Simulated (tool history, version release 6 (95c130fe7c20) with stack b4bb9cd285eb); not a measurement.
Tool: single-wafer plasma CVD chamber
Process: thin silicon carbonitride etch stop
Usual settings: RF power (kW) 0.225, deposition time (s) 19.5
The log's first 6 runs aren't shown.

run,hour,RF power (kW),deposition time (s),wafers since the last listed run,hours since the last thermocouple change,hours since the last RF generator calibration,hours since the showerhead was replaced,hours since the gauge calibration,"read-back reference wafer on the same gauge, thickness_nm",mean film thickness on the monitor wafer (nm)
7,183.6,0.225,19.5,806,841.5,2344.1,2552,648.3,10.996,12.064
8,206.5,0.24,22.6,615,864.4,2367,2574.9,671.2,11.002,14.341
9,235.5,0.24,22.6,779,893.4,2396,2603.9,700.2,11.017,14.292
10,259.2,0.225,19.5,636,917.1,2419.7,2627.6,723.9,11.008,12.041
11,282,0.225,19.5,612,939.9,2442.5,2650.4,746.7,11.011,11.955
12,311.8,0.2,19.5,800,969.7,2472.3,2680.2,776.5,10.992,11.323
# hour 331.9: RF generator calibrated
13,335.1,0.225,19.5,411,993,3.2,2703.5,799.8,11.009,11.798
14,349.1,0.19,21.5,376,1007,17.2,2717.5,813.8,11.002,12.093
# hour 376.3: thermocouple changed; heater temperature recalibrated
15,439.8,0.205,23,2222,63.5,107.9,2808.2,904.5,11.008,13.299
16,460.4,0.185,17.6,553,84.1,128.5,2828.8,925.1,10.998,9.718
17,487,0.2,23.3,714,110.7,155.1,2855.4,951.7,10.999,13.305

The next listed run, before its measurement:
18,504.3,0.225,19.5,464,128,172.4,2872.7,969,?,?

Run 18 gave read-back reference wafer on the same gauge, thickness_nm 10.995, mean film thickness on the monitor wafer (nm) 11.7.
Without the tool's hidden state the same run would have given mean film thickness on the monitor wafer (nm) 12.303.
